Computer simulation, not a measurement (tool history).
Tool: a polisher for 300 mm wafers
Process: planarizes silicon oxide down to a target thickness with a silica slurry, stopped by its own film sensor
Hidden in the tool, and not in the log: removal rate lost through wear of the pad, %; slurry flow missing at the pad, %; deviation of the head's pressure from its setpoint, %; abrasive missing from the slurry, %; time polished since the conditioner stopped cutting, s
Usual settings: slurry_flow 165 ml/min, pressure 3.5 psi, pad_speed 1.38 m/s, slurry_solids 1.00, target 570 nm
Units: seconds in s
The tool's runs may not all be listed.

run   hour  slurry_flow  pressure  pad_speed  slurry_solids  target  wafers since the last listed run  wafers polished on this pad  hours since the slurry nozzle was cleaned  hours since the head pressure was calibrated  hours since the slurry blender was calibrated  hours since the conditioning disc was replaced  incoming thickness of the incoming film, nm  seconds
  1    0.0          165       3.5       1.38           1.00     570                                 0                          379                                      598.8                                        1074.7                                          233.0                                           180.7                                        825.8    127.3
  2   12.4          165       3.5       1.38           1.00     570                               128                          507                                      611.2                                        1087.1                                          245.4                                           193.1                                        831.1    127.3
  3   29.0          165       3.5       1.38           0.75     570                               171                          679                                      627.8                                        1103.7                                          262.0                                           209.7                                        834.4    162.4
  4   43.4          165       3.5       1.38           0.75     570                               148                          828                                      642.2                                        1118.1                                          276.4                                           224.1                                        826.9    161.2
  5   54.0          165       3.5       1.38           0.75     570                               109                          938                                      652.8                                        1128.7                                          287.0                                           234.7                                        818.6    157.5
  6   69.6          165       3.5       1.38           1.00     570                               161                         1099                                      668.4                                        1144.3                                          302.6                                           250.3                                        827.2    135.5
      78.4  -- slurry blender recalibrated
  7   80.0          165       3.5       1.38           1.00     570                                86                         1186                                      678.8                                        1154.7                                            1.6                                           260.7                                        824.5    137.8
  8   91.7          185       3.5       1.82           1.15     570                               121                         1307                                      690.5                                        1166.4                                           13.3                                           272.4                                        823.2    109.5
     100.3  -- worn pad replaced by a new one
     105.2  -- head pressure recalibrated
  9  106.5          165       3.5       1.38           1.00     570                                91                           42                                      705.3                                           1.3                                           28.1                                           287.2                                        831.4    132.8
     131.6  -- slurry nozzle cleaned
 10  152.6          165       3.5       1.38           1.00     570                               466                          509                                       21.0                                          47.4                                           74.2                                           333.3                                        830.8    155.6
     176.4  -- conditioning disc replaced and pad reconditioned
 11  206.1          165       3.1       1.24           1.10     570                               532                         1042                                       74.5                                         100.9                                          127.7                                            29.7                                        825.1    131.6
 12  219.5          165       3.5       1.76           1.00     647                               138                         1181                                       87.9                                         114.3                                          141.1                                            43.1                                        813.7     64.2
     243.8  -- worn pad replaced by a new one
 13  248.5          145       2.6       1.38           1.10     570                               258                           48                                      116.9                                         143.3                                          170.1                                            72.1                                        839.5    142.5
 14  260.6          165       3.5       1.72           1.15     570                               125                          173                                      129.0                                         155.4                                          182.2                                            84.2                                        833.0     93.5

Forecast each of these 3 alternatives for the next run:
  A  261.0          165       3.5       1.38           1.00     570                                 4                          177                                      129.4                                         155.8                                          182.6                                            84.6                                        838.6        ?
  B  261.0          165       2.3       1.38           1.00     570                                 4                          177                                      129.4                                         155.8                                          182.6                                            84.6                                        838.6        ?
  C  261.0          215       3.5       1.38           1.00     570                                 4                          177                                      129.4                                         155.8                                          182.6                                            84.6                                        838.6        ?

run  seconds
  A    118.3
  B    161.0
  C    115.3
Without the tool's hidden state the same runs would have given:
run  seconds
  A    110.8
  B    151.9
  C    108.0
